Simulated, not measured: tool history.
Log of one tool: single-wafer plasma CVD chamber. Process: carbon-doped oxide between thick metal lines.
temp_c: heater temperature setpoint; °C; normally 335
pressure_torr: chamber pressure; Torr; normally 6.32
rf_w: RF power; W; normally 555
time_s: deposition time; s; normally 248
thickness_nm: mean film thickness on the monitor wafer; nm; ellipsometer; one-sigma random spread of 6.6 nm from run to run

run	hour	temp_c	pressure_torr	rf_w	time_s	read-back reference wafer on the same gauge, thickness_nm	thickness_nm
1	0.0	335	6.32	555	248	1430.587	1392.562
2	88.7	335	6.32	555	248	1426.762	1402.908
3	173.6	335	6.32	555	248	1424.702	1396.074
4	229.4	335	6.32	555	248	1419.987	1385.490
5	544.3	335	6.32	555	248	1406.705	1375.726
6	629.1	335	6.32	555	224	1404.601	1244.902
7	690.4	335	6.32	555	224	1400.193	1232.990
8	753.2	335	6.32	555	226	1397.683	1248.156
9	822.8	335	6.32	555	248	1395.054	1369.061
10	871.6	335	6.32	555	248	1393.522	1369.309
# hour 947.2: RF generator calibrated
11	963.4	335	6.32	555	248	1389.152	1362.870
12	1044.1	326	6.32	555	265	1385.657	1483.622
# hour 1057.9: gauge calibrated
# hour 1155.6: thermocouple changed; heater temperature recalibrated
13	1156.1	335	6.32	555	248	1438.477	1408.815
# hour 1170.3: showerhead replaced
14	1214.8	335	6.32	555	248	1431.495	1399.980
15	1528.0	335	6.32	555	248	1419.464	1383.475
16	1590.2	335	6.32	555	248	1419.249	1390.275
# hour 1649.8: capacitance manometer re-zeroed and calibrated
17	1670.4	335	6.79	445	248	1414.448	1184.054
18	1728.2	348	6.32	555	248	1412.224	1331.792
19	1794.6	323	6.32	610	248	1409.422	1515.809
20	1836.1	335	6.32	555	297	1407.656	1638.767
21	1874.7	335	6.32	555	248	1405.717	1383.515
22	1926.3	335	4.79	555	289	1402.704	1521.042
23	2002.1	335	6.32	585	248	1400.831	1416.606
24	2086.8	335	6.32	500	280	1397.058	1416.453

3 ways to go on from here, each from the tool as it stands after run 24. What would each give?
A	2087.3	335	6.32	555	248	?	?
B	2087.3	335	5.56	585	282	?	?
C	2087.3	326	6.32	610	295	?	?

run	read-back reference wafer on the same gauge, thickness_nm	thickness_nm
A	1394.570	1355.481
B	1394.570	1566.219
C	1394.570	1766.847
With the hidden condition removed and each run's random variation left untouched, the same runs would have given:
run	thickness_nm
A	1398.035
B	1615.389
C	1822.315

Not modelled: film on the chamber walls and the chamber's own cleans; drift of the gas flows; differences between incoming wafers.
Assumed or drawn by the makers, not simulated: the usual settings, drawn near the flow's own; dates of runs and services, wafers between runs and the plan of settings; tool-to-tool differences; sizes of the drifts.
